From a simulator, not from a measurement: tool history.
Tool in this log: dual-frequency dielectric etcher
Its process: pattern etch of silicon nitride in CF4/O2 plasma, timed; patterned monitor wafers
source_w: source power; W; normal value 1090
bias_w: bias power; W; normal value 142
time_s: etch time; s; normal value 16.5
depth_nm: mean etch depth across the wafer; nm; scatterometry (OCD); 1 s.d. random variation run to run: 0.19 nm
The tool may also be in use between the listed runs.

run     day  source_w  bias_w  time_s  read-back reference wafer on the same gauge, depth_nm  depth_nm
  1   0.000      1010     142    16.5                                                   69.8      56.6
  2   1.388      1010     142    16.5                                                   69.8      56.8
  3   2.442      1090     142    16.5                                                   69.9      60.7
  4   3.542      1090     142    14.5                                                   69.9      53.4
  5   4.062      1090     142    14.5                                                   69.9      53.5
  6   6.542      1090     142    14.5                                                   70.1      53.7
  7   7.292      1000     142    16.5                                                   70.2      56.7
      7.971  -- source power generator calibrated
  8   8.062      1000     142    16.5                                                   70.2      57.0
  9   8.758      1000     142    16.5                                                   70.3      57.1
 10   9.854      1090     142    16.5                                                   70.4      61.2
     12.221  -- gauge calibrated
     13.496  -- wet clean of the chamber
     13.608  -- upper electrode replaced
 11  14.325      1090     142    16.5                                                   69.8      60.7
 12  15.712      1090     142    16.5                                                   69.9      60.8
 13  17.192      1270     153    16.5                                                   69.9      71.1
     17.379  -- bias power generator calibrated
 14  17.700       880     153    19.0                                                   69.9      59.8
 15  18.608      1090     142    12.5                                                   69.9      45.8
 16  19.871      1090     129    16.5                                                   70.0      59.1
 17  20.767      1280     115    13.0                                                   70.0      51.3
 18  21.283       880     153    19.0                                                   70.1      60.1
 19  22.521      1090     142    16.5                                                   70.2      61.1
 20  23.596      1280     177    18.5                                                   70.2      85.0

How would selected steps in depth_nm from run to run divide? Give the signed amount a tool lacking its hidden state would still show from settings, what came in and random variation, and the signed amount left for the hidden state, including any gauge scatter that is not in both of the compared results.
What the log doesn't record here: etch rate over this chamber's usual, %; source power that arrives over what is set, %; bias power that arrives over what is set, %; gauge reads high (%).
Run 10 -> 11: gauge calibrated, wet clean of the chamber, upper electrode replaced. depth_nm -0.5 nm: hidden state -0.5, all else +0.0.
Run 14 -> 15: source_w 880 -> 1090, bias_w 153 -> 142, time_s 19.0 -> 12.5. depth_nm -14.0 nm: hidden state +0.0, all else -14.0.
Run 19 -> 20: source_w 1090 -> 1280, bias_w 142 -> 177, time_s 16.5 -> 18.5. depth_nm +23.9 nm: hidden state +0.3, all else +23.6.
